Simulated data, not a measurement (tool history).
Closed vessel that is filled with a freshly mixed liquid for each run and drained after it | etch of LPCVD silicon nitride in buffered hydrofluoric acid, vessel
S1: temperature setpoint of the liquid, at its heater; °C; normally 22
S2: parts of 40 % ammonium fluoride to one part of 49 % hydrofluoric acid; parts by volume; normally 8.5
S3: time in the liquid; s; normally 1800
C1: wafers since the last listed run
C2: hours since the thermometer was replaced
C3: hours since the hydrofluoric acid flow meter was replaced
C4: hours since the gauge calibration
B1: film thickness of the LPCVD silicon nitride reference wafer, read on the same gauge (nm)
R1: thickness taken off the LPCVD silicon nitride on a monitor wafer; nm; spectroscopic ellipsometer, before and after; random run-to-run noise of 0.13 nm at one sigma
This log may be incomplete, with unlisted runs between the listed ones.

run     day    S1    S2    S3    C1     C2      C3     C4     B1     R1
  1       0    21   7.5  1800     0  536.3   762.9  314.9  89.99  29.56
  2   0.812    21   7.5  1800   872  555.8   782.4  334.4  89.99  29.59
  3   2.229    22   8.5  1800  1521  589.8   816.4  368.4  90.04  27.27
  4   3.117    22   8.5  1800   953  611.1   837.7  389.7  90.01  27.37
  5   4.454    22   8.5  1800  1436  643.2   869.8  421.8  89.98  27.48
  6   5.929  20.5   8.5  2075  1584  678.6   905.2  457.2  90.01  29.17
  7   7.021    22   8.5  1800  1172  704.8   931.4  483.4  89.99  27.44
  8   8.304    22   8.5  1800  1378  735.6   962.2  514.2  89.99  27.41
  9   9.546    22   8.5  1800  1333  765.4     992    544  90.01  27.68
 10  10.867    22    10  1800  1419  797.1  1023.7  575.7  90.02  23.75
 11  11.517    22   8.5  1800   698  812.7  1039.3  591.3  89.98  27.78
 12  12.862    22   8.5  1800  1445    845  1071.6  623.6     90  27.87
 13  13.679    22   8.5  1800   877  864.6  1091.2  643.2  90.02  27.83
 14  14.629    22   8.5  1800  1020  887.4    1114    666  90.01  27.79
 15  15.292    22   8.5  1800   711  903.3  1129.9  681.9     90  27.84
     15.429  -- gauge calibrated
 16  16.712  25.5    11  1480  1526  937.4    1164   30.8  90.02   22.1
 17  17.792    22   8.5  1800  1159  963.3  1189.9   56.7     90   27.5
 18  18.454    22   8.5  1800   711  979.2  1205.8   72.6  90.01  27.78
     18.583  -- thermometer replaced
 19  18.996    22   8.5  1385   537    9.9  1218.8   85.6  90.04  21.49
 20  20.062  20.5   8.5   720  1145   35.5  1244.4  111.2  90.05   10.3
 21  21.362    20   8.5  2815  1396   66.7  1275.6  142.4  90.03  38.85
 22   22.85    22   8.5  1800  1598  102.4  1311.3  178.1  90.01  27.92
 23  23.512    22     7  2665   711  118.3  1327.2    194  89.97     51
 24  24.054    22   8.5  1150   581  131.3  1340.2    207  89.99  18.04
 25  24.875    22   8.5  1800   881    151  1359.9  226.7  89.95  27.89
     25.046  -- hydrofluoric acid flow meter replaced
 26  25.867    22   8.5  1800  1020  174.8    19.7  250.5  89.98  26.58
 27  26.962    22   8.5  1150  1177  201.1      46  276.8     90  17.07
 28  28.412    26     6  1800  1557  235.9    80.8  311.6  90.02  46.56
 29  29.733  24.5  10.5  1435  1419  267.6   112.5  343.3  90.03  20.47
 30  30.996  26.5     7  2335  1356  297.9   142.8  373.6  90.02  54.72
 31  31.992    22   8.5  1470  1069  321.8   166.7  397.5  90.01  21.86
 32  33.262  25.5   6.5  2370  1365  352.3   197.2    428  89.98  55.45

What if the next run were any one of these 4? Each begins from the tool's condition after run 32:
  A  33.308    22  8.5  1800  49  353.4  198.3  429.1   ?   ?
  B  33.308    22  8.5  1320  49  353.4  198.3  429.1   ?   ?
  C  33.308  17.5  8.5  1485  49  353.4  198.3  429.1   ?   ?
  D  33.308    22  6.5  1800  49  353.4  198.3  429.1   ?   ?

run     B1     R1
  A  89.99  26.84
  B  89.99  19.68
  C  89.99   17.2
  D  89.99  35.16
Without the tool's hidden state the same runs would have given:
run     R1
  A  26.27
  B  19.26
  C  16.84
  D  34.56

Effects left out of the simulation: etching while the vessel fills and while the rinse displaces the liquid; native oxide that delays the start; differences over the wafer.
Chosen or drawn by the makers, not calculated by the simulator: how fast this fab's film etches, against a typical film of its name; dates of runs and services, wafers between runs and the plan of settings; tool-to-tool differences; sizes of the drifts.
